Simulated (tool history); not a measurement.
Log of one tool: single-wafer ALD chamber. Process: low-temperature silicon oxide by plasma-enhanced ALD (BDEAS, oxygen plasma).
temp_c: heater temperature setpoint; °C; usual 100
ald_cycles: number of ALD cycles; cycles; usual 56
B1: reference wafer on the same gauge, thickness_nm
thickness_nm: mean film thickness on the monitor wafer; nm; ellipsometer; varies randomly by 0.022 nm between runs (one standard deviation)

run 1 hour=0 | temp_c=100 ald_cycles=56 | B1=9.113 | thickness_nm=8.945
run 2 hour=8.9 | temp_c=100 ald_cycles=56 | B1=9.11 | thickness_nm=8.958
run 3 hour=19.7 | temp_c=100 ald_cycles=56 | B1=9.115 | thickness_nm=8.955
run 4 hour=26.8 | temp_c=100 ald_cycles=56 | B1=9.109 | thickness_nm=8.974
run 5 hour=80.8 | temp_c=100 ald_cycles=56 | B1=9.092 | thickness_nm=8.949
run 6 hour=96.3 | temp_c=100 ald_cycles=56 | B1=9.092 | thickness_nm=8.944
run 7 hour=103.6 | temp_c=100 ald_cycles=56 | B1=9.078 | thickness_nm=8.907
run 8 hour=112.3 | temp_c=100 ald_cycles=56 | B1=9.083 | thickness_nm=8.919
run 9 hour=118.3 | temp_c=100 ald_cycles=56 | B1=9.08 | thickness_nm=8.9
run 10 hour=129.9 | temp_c=100 ald_cycles=56 | B1=9.074 | thickness_nm=8.93
-- hour=142.7 thermocouple changed; heater temperature recalibrated
run 11 hour=143.2 | temp_c=100 ald_cycles=56 | B1=9.073 | thickness_nm=8.915
run 12 hour=157.7 | temp_c=109 ald_cycles=56 | B1=9.065 | thickness_nm=8.77
run 13 hour=165.2 | temp_c=109 ald_cycles=56 | B1=9.057 | thickness_nm=8.717
run 14 hour=180.6 | temp_c=109 ald_cycles=56 | B1=9.054 | thickness_nm=8.795
run 15 hour=227.3 | temp_c=107 ald_cycles=56 | B1=9.033 | thickness_nm=8.776
run 16 hour=234.7 | temp_c=107 ald_cycles=56 | B1=9.025 | thickness_nm=8.74
run 17 hour=244.6 | temp_c=100 ald_cycles=56 | B1=9.019 | thickness_nm=8.895
run 18 hour=256.9 | temp_c=95 ald_cycles=59 | B1=9.023 | thickness_nm=9.438
run 19 hour=268 | temp_c=100 ald_cycles=56 | B1=9.016 | thickness_nm=8.802
run 20 hour=279.8 | temp_c=100 ald_cycles=56 | B1=9.001 | thickness_nm=8.827
-- hour=284.9 gauge calibrated
run 21 hour=297.4 | temp_c=100 ald_cycles=50 | B1=9.117 | thickness_nm=7.982
run 22 hour=305.7 | temp_c=113 ald_cycles=46 | B1=9.11 | thickness_nm=7.214
run 23 hour=314.6 | temp_c=107 ald_cycles=56 | B1=9.107 | thickness_nm=8.838
run 24 hour=330 | temp_c=89 ald_cycles=60 | B1=9.11 | thickness_nm=9.88
run 25 hour=338 | temp_c=94 ald_cycles=56 | B1=9.123 | thickness_nm=9.133
run 26 hour=355.7 | temp_c=100 ald_cycles=56 | B1=9.105 | thickness_nm=8.97
run 27 hour=370.1 | temp_c=100 ald_cycles=56 | B1=9.102 | thickness_nm=8.934
run 28 hour=380.4 | temp_c=86 ald_cycles=46 | B1=9.101 | thickness_nm=7.687
run 29 hour=396 | temp_c=87 ald_cycles=64 | B1=9.102 | thickness_nm=10.648
run 30 hour=407.2 | temp_c=100 ald_cycles=45 | B1=9.103 | thickness_nm=7.178
run 31 hour=415.4 | temp_c=113 ald_cycles=50 | B1=9.096 | thickness_nm=7.831
run 32 hour=421.9 | temp_c=100 ald_cycles=56 | B1=9.093 | thickness_nm=8.937
run 33 hour=435.1 | temp_c=111 ald_cycles=59 | B1=9.092 | thickness_nm=9.213
run 34 hour=445.7 | temp_c=100 ald_cycles=66 | B1=9.093 | thickness_nm=10.526

Hidden state or all else? Some run-to-run changes of thickness_nm, split into what the settings, what came in and random variation would give without the hidden state, and what is left for the hidden state (with any gauge scatter that isn't in both results):
What the log doesn't record here: wafer temperature above the value expected at the setpoint (K); gauge reads high (%).
Run 4 -> 5: nothing adjusted, nothing logged. thickness_nm -0.025 nm: hidden state -0.014, all else -0.011.
Run 14 -> 15: temp_c 109 -> 107. thickness_nm -0.019 nm: hidden state -0.021, all else +0.002.
Run 20 -> 21: ald_cycles 56 -> 50, gauge calibrated. thickness_nm -0.845 nm: hidden state +0.106, all else -0.951.
Run 22 -> 23: temp_c 113 -> 107, ald_cycles 46 -> 56. thickness_nm +1.624 nm: hidden state -0.002, all else +1.626.
Run 28 -> 29: temp_c 86 -> 87, ald_cycles 46 -> 64. thickness_nm +2.961 nm: hidden state -0.008, all else +2.969.
Run 29 -> 30: temp_c 87 -> 100, ald_cycles 64 -> 45. thickness_nm -3.47 nm: hidden state +0.005, all else -3.475.
